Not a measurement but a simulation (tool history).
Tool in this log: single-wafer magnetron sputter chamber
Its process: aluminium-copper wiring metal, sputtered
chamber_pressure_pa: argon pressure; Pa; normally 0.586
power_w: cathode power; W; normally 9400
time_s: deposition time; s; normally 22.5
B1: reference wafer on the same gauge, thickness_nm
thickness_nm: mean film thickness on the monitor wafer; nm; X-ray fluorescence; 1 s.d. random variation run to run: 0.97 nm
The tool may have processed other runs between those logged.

Run 1, hour 0: usual settings but power_w 8650 W; B1 352.543. Result: thickness_nm 312.853 nm.
Run 2, hour 13.6: usual settings but power_w 8650 W; B1 351.752. Result: thickness_nm 312.915 nm.
Run 3, hour 28.8: usual settings but power_w 8650 W; B1 352.222. Result: thickness_nm 312.011 nm.
Run 4, hour 39: usual settings; B1 352.417. Result: thickness_nm 340.551 nm.
Run 5, hour 48.8: usual settings; B1 351.99. Result: thickness_nm 338.343 nm.
Run 6, hour 59: usual settings but chamber_pressure_pa 0.442 Pa; B1 352.226. Result: thickness_nm 372.919 nm.
Run 7, hour 74.2: usual settings but chamber_pressure_pa 0.442 Pa; B1 352.092. Result: thickness_nm 370.541 nm.
Run 8, hour 84.2: usual settings; B1 351.487. Result: thickness_nm 338.836 nm.
Run 9, hour 96.7: usual settings; B1 351.633. Result: thickness_nm 338.34 nm.
Run 10, hour 114.1: usual settings but time_s 21.1 s; B1 351.834. Result: thickness_nm 316.785 nm.
Run 11, hour 123.5: usual settings; B1 352.069. Result: thickness_nm 338.868 nm.
Run 12, hour 136.1: usual settings; B1 352.014. Result: thickness_nm 340.44 nm.
Run 13, hour 145: usual settings; B1 351.744. Result: thickness_nm 338.797 nm.
Run 14, hour 153.9: usual settings; B1 351.818. Result: thickness_nm 338.49 nm.
Run 15, hour 162.8: usual settings; B1 352.1. Result: thickness_nm 339.427 nm.
Run 16, hour 175.9: usual settings; B1 352.013. Result: thickness_nm 337.354 nm.
Run 17, hour 197.3: usual settings but chamber_pressure_pa 0.459 Pa, power_w 8300 W; B1 352.044. Result: thickness_nm 326.974 nm.
Run 18, hour 200.6: usual settings but chamber_pressure_pa 0.428 Pa, power_w 11150 W; B1 351.863. Result: thickness_nm 443.709 nm.
Run 19, hour 207: usual settings but chamber_pressure_pa 0.666 Pa, power_w 11500 W, time_s 24.1 s; B1 351.891. Result: thickness_nm 419.923 nm.
Run 20, hour 213.4: usual settings but chamber_pressure_pa 0.751 Pa, power_w 8450 W, time_s 20.6 s; B1 351.947. Result: thickness_nm 252.865 nm.
Run 21, hour 220.5: usual settings; B1 351.978. Result: thickness_nm 339.125 nm.
Run 22, hour 234.4: usual settings but time_s 20.9 s; B1 352.207. Result: thickness_nm 314.64 nm.
Run 23, hour 248.4: usual settings but chamber_pressure_pa 0.466 Pa, power_w 7950 W; B1 351.758. Result: thickness_nm 310.7 nm.
Run 24, hour 258.8: usual settings but power_w 10050 W; B1 351.717. Result: thickness_nm 360.279 nm.
Run 25, hour 276.7: usual settings but chamber_pressure_pa 0.379 Pa, power_w 11150 W; B1 352.088. Result: thickness_nm 454.334 nm.
Run 26, hour 293.4: usual settings but power_w 8600 W, time_s 24.6 s; B1 352.17. Result: thickness_nm 339.924 nm.
Run 27, hour 303.9: usual settings; B1 351.795. Result: thickness_nm 338.956 nm.
Run 28, hour 316.9: usual settings; B1 352.186. Result: thickness_nm 338.778 nm.
Run 29, hour 328.9: usual settings but chamber_pressure_pa 0.693 Pa, power_w 10100 W, time_s 26.6 s; B1 352.135. Result: thickness_nm 402.809 nm.
Run 30, hour 337: usual settings but chamber_pressure_pa 0.796 Pa, power_w 10300 W, time_s 18 s; B1 351.9. Result: thickness_nm 261.257 nm.
Run 31, hour 344.3: usual settings but chamber_pressure_pa 0.688 Pa, time_s 26.5 s; B1 351.882. Result: thickness_nm 372.929 nm.
Run 32, hour 359.1: usual settings but chamber_pressure_pa 0.496 Pa, power_w 11550 W, time_s 26.7 s; B1 352.022. Result: thickness_nm 517.447 nm.
Run 33, hour 370.8: usual settings but power_w 10350 W, time_s 20.4 s; B1 352.26. Result: thickness_nm 336.999 nm.
Run 34, hour 379: usual settings but power_w 7100 W, time_s 25 s; B1 351.778. Result: thickness_nm 288.203 nm.
Run 35, hour 391: usual settings but chamber_pressure_pa 0.412 Pa, power_w 7200 W, time_s 18.6 s; B1 351.842. Result: thickness_nm 242.574 nm.
Run 36, hour 407.9: usual settings; B1 352.204. Result: thickness_nm 339.505 nm.

Taken out of this log: 4 entries between the listed runs. Where each belongs, and how the hidden state differs across it:
Between runs 16 and 17: sputter target and shields replaced (hour 196.8)
  no difference in the tool's unlogged condition between these two runs
Between runs 26 and 27: magnet pack replaced (hour 303.4)
  no difference in the tool's unlogged condition between these two runs
Between runs 27 and 28: gauge calibrated (hour 308.3); capacitance manometer re-zeroed and calibrated (hour 313)
  no difference in the tool's unlogged condition between these two runs
